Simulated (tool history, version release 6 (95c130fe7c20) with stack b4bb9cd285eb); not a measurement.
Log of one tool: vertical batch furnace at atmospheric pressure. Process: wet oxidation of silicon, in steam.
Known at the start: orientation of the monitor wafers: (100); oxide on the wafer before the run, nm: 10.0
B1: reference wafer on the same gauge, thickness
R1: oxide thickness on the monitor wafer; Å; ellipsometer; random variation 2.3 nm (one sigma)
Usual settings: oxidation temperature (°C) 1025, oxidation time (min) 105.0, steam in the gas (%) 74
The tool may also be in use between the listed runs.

run 1 hour=0.0 | oxidation_temperature_(°C)=1025 oxidation_time_(min)=65.5 steam_in_the_gas_(%)=74 | B1=591.78 | R1=4500.7
run 2 hour=38.8 | oxidation_temperature_(°C)=1025 oxidation_time_(min)=105.0 steam_in_the_gas_(%)=74 | B1=591.90 | R1=6011.1
run 3 hour=109.8 | oxidation_temperature_(°C)=1025 oxidation_time_(min)=105.0 steam_in_the_gas_(%)=74 | B1=590.87 | R1=6049.8
run 4 hour=164.6 | oxidation_temperature_(°C)=1025 oxidation_time_(min)=105.0 steam_in_the_gas_(%)=74 | B1=591.21 | R1=6033.2
run 5 hour=230.1 | oxidation_temperature_(°C)=1025 oxidation_time_(min)=105.0 steam_in_the_gas_(%)=74 | B1=591.51 | R1=6032.5
run 6 hour=306.2 | oxidation_temperature_(°C)=1025 oxidation_time_(min)=105.0 steam_in_the_gas_(%)=74 | B1=592.25 | R1=6008.3
run 7 hour=356.3 | oxidation_temperature_(°C)=1025 oxidation_time_(min)=105.0 steam_in_the_gas_(%)=74 | B1=592.93 | R1=6026.8
-- hour=409.2 steam generator serviced
run 8 hour=446.6 | oxidation_temperature_(°C)=1025 oxidation_time_(min)=105.0 steam_in_the_gas_(%)=74 | B1=592.04 | R1=6031.2
-- hour=537.5 thermocouples replaced and temperature profile calibrated
run 9 hour=546.2 | oxidation_temperature_(°C)=1025 oxidation_time_(min)=137.5 steam_in_the_gas_(%)=74 | B1=591.09 | R1=7115.4
-- hour=609.3 gauge calibrated
run 10 hour=652.3 | oxidation_temperature_(°C)=1025 oxidation_time_(min)=154.5 steam_in_the_gas_(%)=65 | B1=591.75 | R1=7097.7
run 11 hour=751.2 | oxidation_temperature_(°C)=1004 oxidation_time_(min)=105.0 steam_in_the_gas_(%)=82 | B1=592.20 | R1=5653.2
run 12 hour=846.8 | oxidation_temperature_(°C)=1025 oxidation_time_(min)=105.0 steam_in_the_gas_(%)=74 | B1=591.95 | R1=6012.3
run 13 hour=884.0 | oxidation_temperature_(°C)=1008 oxidation_time_(min)=59.5 steam_in_the_gas_(%)=74 | B1=591.70 | R1=3756.7
run 14 hour=954.9 | oxidation_temperature_(°C)=1049 oxidation_time_(min)=147.5 steam_in_the_gas_(%)=63 | B1=591.10 | R1=7607.2
run 15 hour=1005.1 | oxidation_temperature_(°C)=1025 oxidation_time_(min)=105.0 steam_in_the_gas_(%)=74 | B1=592.30 | R1=6012.8
run 16 hour=1057.7 | oxidation_temperature_(°C)=1001 oxidation_time_(min)=137.5 steam_in_the_gas_(%)=64 | B1=593.31 | R1=5663.1
run 17 hour=1113.5 | oxidation_temperature_(°C)=1041 oxidation_time_(min)=134.0 steam_in_the_gas_(%)=74 | B1=593.04 | R1=7542.3
run 18 hour=1172.8 | oxidation_temperature_(°C)=1034 oxidation_time_(min)=74.5 steam_in_the_gas_(%)=82 | B1=591.56 | R1=5514.8

Forecast each of these 3 alternatives for the next run:
run A hour=1177.8 | oxidation_temperature_(°C)=1025 oxidation_time_(min)=105.0 steam_in_the_gas_(%)=74 | B1=? | R1=?
run B hour=1177.8 | oxidation_temperature_(°C)=1010 oxidation_time_(min)=64.0 steam_in_the_gas_(%)=74 | B1=? | R1=?
run C hour=1177.8 | oxidation_temperature_(°C)=1033 oxidation_time_(min)=75.0 steam_in_the_gas_(%)=78 | B1=? | R1=?

run=A B1=591.42 R1=6019.1
run=B B1=591.42 R1=3989.2
run=C B1=591.42 R1=5280.5
Without the tool's hidden state the same runs would have given:
run=A R1=6019.1
run=B R1=3989.2
run=C R1=5280.5
